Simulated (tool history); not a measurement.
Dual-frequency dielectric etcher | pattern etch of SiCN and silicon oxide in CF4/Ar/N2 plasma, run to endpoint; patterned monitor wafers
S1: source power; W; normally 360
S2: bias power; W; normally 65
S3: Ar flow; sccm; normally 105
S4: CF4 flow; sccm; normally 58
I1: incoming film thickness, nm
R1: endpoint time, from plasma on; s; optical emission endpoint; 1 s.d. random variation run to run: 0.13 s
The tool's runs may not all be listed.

Run 1, hour 0.0: usual settings; I1 16.43. Result: R1 25.2 s.
At hour 11.3: CF4 flow controller replaced.
Run 2, hour 13.0: usual settings; I1 16.40. Result: R1 25.0 s.
Run 3, hour 20.0: usual settings but S1 420 W, S3 114 sccm; I1 16.41. Result: R1 21.4 s.
At hour 30.4: bias power generator calibrated.
Run 4, hour 32.3: usual settings but S1 420 W, S3 114 sccm; I1 16.33. Result: R1 21.4 s.
At hour 40.7: Ar flow controller replaced.
Run 5, hour 46.3: usual settings but S1 420 W, S4 54 sccm; I1 16.21. Result: R1 21.4 s.
Run 6, hour 58.4: usual settings but S1 450 W, S3 82 sccm; I1 16.36. Result: R1 19.4 s.
Run 7, hour 69.3: usual settings; I1 16.40. Result: R1 25.4 s.
Run 8, hour 75.8: usual settings but S1 440 W, S2 55 W, S3 127 sccm, S4 65 sccm; I1 16.33. Result: R1 21.8 s.
Run 9, hour 84.4: usual settings but S1 400 W; I1 16.33. Result: R1 22.6 s.
Run 10, hour 99.6: usual settings; I1 16.41. Result: R1 25.3 s.
Run 11, hour 107.9: usual settings; I1 16.50. Result: R1 25.7 s.
Run 12, hour 122.2: usual settings but S2 73 W, S4 53 sccm; I1 16.43. Result: R1 24.5 s.
Run 13, hour 133.3: usual settings but S2 51 W, S3 122 sccm, S4 66 sccm; I1 16.40. Result: R1 28.2 s.
Run 14, hour 141.4: usual settings but S3 91 sccm, S4 46 sccm; I1 16.32. Result: R1 26.0 s.
Run 15, hour 158.0: usual settings but S1 400 W, S2 80 W; I1 16.51. Result: R1 20.8 s.
At hour 172.3: source power generator calibrated.
At hour 195.7: upper electrode replaced.
Run 16, hour 196.2: usual settings but S1 440 W; I1 16.36. Result: R1 20.4 s.
Run 17, hour 196.5: usual settings but S1 400 W, S2 72 W; I1 16.49. Result: R1 21.9 s.
Run 18, hour 203.2: usual settings but S1 310 W, S3 96 sccm, S4 54 sccm; I1 16.38. Result: R1 30.2 s.
Run 19, hour 218.4: usual settings but S3 130 sccm; I1 16.42. Result: R1 26.4 s.
Run 20, hour 235.3: usual settings but S3 91 sccm, S4 46 sccm; I1 16.62. Result: R1 26.6 s.
Run 21, hour 247.7: usual settings but S1 320 W, S2 70 W, S3 125 sccm, S4 47 sccm; I1 16.49. Result: R1 30.3 s.
Run 22, hour 258.9: usual settings but S2 56 W; I1 16.44. Result: R1 27.6 s.
Run 23, hour 267.4: usual settings but S4 72 sccm; I1 16.34. Result: R1 24.9 s.
Run 24, hour 313.8: usual settings but S1 290 W, S2 55 W, S3 84 sccm, S4 63 sccm; I1 16.41. Result: R1 34.3 s.
Run 25, hour 339.1: usual settings; I1 16.22. Result: R1 25.5 s.

Below are 3 alternative next runs, each starting from the tool's condition after run 25. Predict each:
Run A, hour 339.5: usual settings but S3 83 sccm; I1 16.36. Result: R1 ?.
Run B, hour 339.5: usual settings but S1 310 W, S3 88 sccm; I1 16.36. Result: R1 ?.
Run C, hour 339.5: usual settings but S2 59 W; I1 16.36. Result: R1 ?.

run    R1
  A  25.1
  B  30.0
  C  27.0
Without the tool's unlogged condition, the same runs would have read:
run    R1
  A  24.2
  B  28.9
  C  26.0
